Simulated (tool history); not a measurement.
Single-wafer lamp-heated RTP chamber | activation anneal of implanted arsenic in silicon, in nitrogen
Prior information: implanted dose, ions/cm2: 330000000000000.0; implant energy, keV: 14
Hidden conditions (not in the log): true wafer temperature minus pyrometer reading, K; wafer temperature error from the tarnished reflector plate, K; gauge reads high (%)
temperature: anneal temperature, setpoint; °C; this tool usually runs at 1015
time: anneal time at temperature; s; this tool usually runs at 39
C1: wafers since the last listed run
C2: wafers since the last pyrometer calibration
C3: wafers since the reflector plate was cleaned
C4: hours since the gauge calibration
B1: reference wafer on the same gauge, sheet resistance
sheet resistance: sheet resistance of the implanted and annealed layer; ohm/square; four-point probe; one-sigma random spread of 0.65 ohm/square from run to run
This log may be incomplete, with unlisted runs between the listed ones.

{"run": 1, "hour": 0.0, "temperature": 1001, "time": 39, "C1": 0, "C2": 3777, "C3": 5096, "C4": 1987.9, "B1": 309.9, "sheet resistance": 313.29}
{"run": 2, "hour": 52.0, "temperature": 1001, "time": 39, "C1": 458, "C2": 4236, "C3": 5554, "C4": 2039.9, "B1": 310.11, "sheet resistance": 313.01}
{"run": 3, "hour": 105.0, "temperature": 1015, "time": 39, "C1": 467, "C2": 4703, "C3": 6022, "C4": 2092.9, "B1": 309.97, "sheet resistance": 310.03}
{"hour": 145.2, "done": "reflector plate cleaned"}
{"run": 4, "hour": 208.6, "temperature": 1015, "time": 39, "C1": 843, "C2": 5546, "C3": 558, "C4": 2196.5, "B1": 309.95, "sheet resistance": 308.46}
{"run": 5, "hour": 260.2, "temperature": 1015, "time": 39, "C1": 455, "C2": 6001, "C3": 1013, "C4": 2248.1, "B1": 310.07, "sheet resistance": 307.74}
{"hour": 289.6, "done": "gauge calibrated"}
{"hour": 316.7, "done": "pyrometer window cleaned and pyrometer calibrated"}
{"run": 6, "hour": 317.6, "temperature": 1015, "time": 39, "C1": 435, "C2": 8, "C3": 1449, "C4": 28.0, "B1": 310.07, "sheet resistance": 310.46}
{"run": 7, "hour": 402.6, "temperature": 997, "time": 39, "C1": 749, "C2": 757, "C3": 2199, "C4": 113.0, "B1": 310.04, "sheet resistance": 315.36}
{"run": 8, "hour": 472.9, "temperature": 1037, "time": 27, "C1": 619, "C2": 1377, "C3": 2819, "C4": 183.3, "B1": 310.01, "sheet resistance": 307.16}
{"run": 9, "hour": 760.8, "temperature": 1037, "time": 27, "C1": 2538, "C2": 3916, "C3": 5357, "C4": 471.2, "B1": 310.06, "sheet resistance": 305.96}
{"run": 10, "hour": 829.3, "temperature": 1015, "time": 39, "C1": 604, "C2": 4520, "C3": 5962, "C4": 539.7, "B1": 309.98, "sheet resistance": 308.79}
{"run": 11, "hour": 890.4, "temperature": 1015, "time": 39, "C1": 538, "C2": 5059, "C3": 6500, "C4": 600.8, "B1": 309.95, "sheet resistance": 309.38}
{"run": 12, "hour": 937.8, "temperature": 1015, "time": 39, "C1": 417, "C2": 5477, "C3": 6918, "C4": 648.2, "B1": 309.95, "sheet resistance": 307.84}
{"run": 13, "hour": 978.4, "temperature": 1029, "time": 22, "C1": 358, "C2": 5835, "C3": 7276, "C4": 688.8, "B1": 309.99, "sheet resistance": 311.87}
{"hour": 1034.3, "done": "reflector plate cleaned"}
{"run": 14, "hour": 1082.4, "temperature": 1040, "time": 30, "C1": 846, "C2": 6682, "C3": 423, "C4": 792.8, "B1": 309.99, "sheet resistance": 302.64}
{"run": 15, "hour": 1168.0, "temperature": 1015, "time": 49, "C1": 754, "C2": 7436, "C3": 1178, "C4": 878.4, "B1": 309.89, "sheet resistance": 304.95}
{"hour": 1203.6, "done": "pyrometer window cleaned and pyrometer calibrated"}
{"run": 16, "hour": 1273.6, "temperature": 1015, "time": 39, "C1": 860, "C2": 616, "C3": 2039, "C4": 984.0, "B1": 309.99, "sheet resistance": 312.26}
{"run": 17, "hour": 1311.3, "temperature": 1007, "time": 23, "C1": 332, "C2": 949, "C3": 2371, "C4": 1021.7, "B1": 309.9, "sheet resistance": 317.47}
{"run": 18, "hour": 1410.1, "temperature": 995, "time": 17, "C1": 871, "C2": 1820, "C3": 3243, "C4": 1120.5, "B1": 310.05, "sheet resistance": 321.59}
{"run": 19, "hour": 1490.4, "temperature": 1037, "time": 27, "C1": 708, "C2": 2528, "C3": 3951, "C4": 1200.8, "B1": 309.85, "sheet resistance": 306.6}
{"run": 20, "hour": 1551.6, "temperature": 989, "time": 26, "C1": 539, "C2": 3068, "C3": 4490, "C4": 1262.0, "B1": 309.99, "sheet resistance": 319.21}
{"run": 21, "hour": 1640.2, "temperature": 1038, "time": 46, "C1": 781, "C2": 3849, "C3": 5272, "C4": 1350.6, "B1": 309.92, "sheet resistance": 300.16}
{"hour": 1826.5, "done": "reflector plate cleaned"}
{"run": 22, "hour": 1960.7, "temperature": 1038, "time": 57, "C1": 2755, "C2": 6605, "C3": 1183, "C4": 1671.1, "B1": 310.01, "sheet resistance": 295.89}
{"hour": 2044.3, "done": "pyrometer window cleaned and pyrometer calibrated"}
{"run": 23, "hour": 2053.8, "temperature": 1015, "time": 39, "C1": 750, "C2": 83, "C3": 1933, "C4": 1764.2, "B1": 310.0, "sheet resistance": 310.32}
{"run": 24, "hour": 2135.7, "temperature": 995, "time": 17, "C1": 722, "C2": 806, "C3": 2656, "C4": 1846.1, "B1": 310.08, "sheet resistance": 321.81}
{"run": 25, "hour": 2178.6, "temperature": 1033, "time": 22, "C1": 378, "C2": 1184, "C3": 3034, "C4": 1889.0, "B1": 310.12, "sheet resistance": 311.32}
{"run": 26, "hour": 2220.9, "temperature": 1015, "time": 39, "C1": 373, "C2": 1557, "C3": 3407, "C4": 1931.3, "B1": 309.98, "sheet resistance": 310.28}
{"run": 27, "hour": 2323.2, "temperature": 1003, "time": 56, "C1": 902, "C2": 2459, "C3": 4309, "C4": 2033.6, "B1": 310.02, "sheet resistance": 308.45}
{"run": 28, "hour": 2412.1, "temperature": 1015, "time": 39, "C1": 783, "C2": 3243, "C3": 5093, "C4": 2122.5, "B1": 309.97, "sheet resistance": 308.39}
{"run": 29, "hour": 2466.3, "temperature": 1023, "time": 25, "C1": 477, "C2": 3721, "C3": 5571, "C4": 2176.7, "B1": 309.91, "sheet resistance": 312.03}
{"run": 30, "hour": 2526.5, "temperature": 1043, "time": 19, "C1": 530, "C2": 4252, "C3": 6102, "C4": 2236.9, "B1": 309.99, "sheet resistance": 309.45}
{"hour": 2573.4, "done": "reflector plate cleaned"}
{"run": 31, "hour": 2598.9, "temperature": 1026, "time": 29, "C1": 567, "C2": 4820, "C3": 224, "C4": 2309.3, "B1": 310.05, "sheet resistance": 308.59}
{"run": 32, "hour": 2653.5, "temperature": 1015, "time": 29, "C1": 481, "C2": 5301, "C3": 706, "C4": 2363.9, "B1": 310.05, "sheet resistance": 311.47}
{"hour": 2689.4, "done": "gauge calibrated"}
{"run": 33, "hour": 2752.2, "temperature": 1025, "time": 39, "C1": 870, "C2": 6172, "C3": 1576, "C4": 62.8, "B1": 309.97, "sheet resistance": 305.37}
{"run": 34, "hour": 2844.3, "temperature": 1028, "time": 33, "C1": 812, "C2": 6984, "C3": 2388, "C4": 154.9, "B1": 310.15, "sheet resistance": 306.11}
{"hour": 2909.8, "done": "pyrometer window cleaned and pyrometer calibrated"}
{"run": 35, "hour": 2940.2, "temperature": 1035, "time": 39, "C1": 775, "C2": 268, "C3": 3163, "C4": 250.8, "B1": 310.0, "sheet resistance": 307.29}
{"run": 36, "hour": 3013.8, "temperature": 1015, "time": 39, "C1": 649, "C2": 917, "C3": 3813, "C4": 324.4, "B1": 309.96, "sheet resistance": 312.02}

Across each entry between runs, compare the hidden state at the last listed run before it with the hidden state at the first listed run after it:
In the gap between runs 3 and 4: reflector plate cleaned (hour 145.2)
  true wafer temperature minus pyrometer reading, K: 8.58 -> 10.1
  measured less the result without the state, sheet resistance: -2.30 -> -2.72 ohm/square
In the gap between runs 5 and 6: gauge calibrated (hour 289.6); pyrometer window cleaned and pyrometer calibrated (hour 316.7)
  true wafer temperature minus pyrometer reading, K: 10.9 -> 1.75
  measured less the result without the state, sheet resistance: -2.93 -> -0.45 ohm/square
In the gap between runs 13 and 14: reflector plate cleaned (hour 1034.3)
  true wafer temperature minus pyrometer reading, K: 11.5 -> 13.1
  measured less the result without the state, sheet resistance: -2.79 -> -3.90 ohm/square
In the gap between runs 15 and 16: pyrometer window cleaned and pyrometer calibrated (hour 1203.6)
  true wafer temperature minus pyrometer reading, K: 14.4 -> 2.85
  measured less the result without the state, sheet resistance: -4.31 -> -0.74 ohm/square
In the gap between runs 21 and 22: reflector plate cleaned (hour 1826.5)
  true wafer temperature minus pyrometer reading, K: 8.29 -> 13
  measured less the result without the state, sheet resistance: -2.76 -> -4.62 ohm/square
In the gap between runs 22 and 23: pyrometer window cleaned and pyrometer calibrated (hour 2044.3)
  true wafer temperature minus pyrometer reading, K: 13 -> 3.14
  measured less the result without the state, sheet resistance: -4.62 -> -0.81 ohm/square
In the gap between runs 30 and 31: reflector plate cleaned (hour 2573.4)
  true wafer temperature minus pyrometer reading, K: 10.1 -> 11.2
  measured less the result without the state, sheet resistance: -2.57 -> -2.97 ohm/square
In the gap between runs 32 and 33: gauge calibrated (hour 2689.4)
  true wafer temperature minus pyrometer reading, K: 12 -> 13.5
  measured less the result without the state, sheet resistance: -2.84 -> -4.03 ohm/square
In the gap between runs 34 and 35: pyrometer window cleaned and pyrometer calibrated (hour 2909.8)
  true wafer temperature minus pyrometer reading, K: 14.9 -> 0.542
  measured less the result without the state, sheet resistance: -4.28 -> -0.16 ohm/square
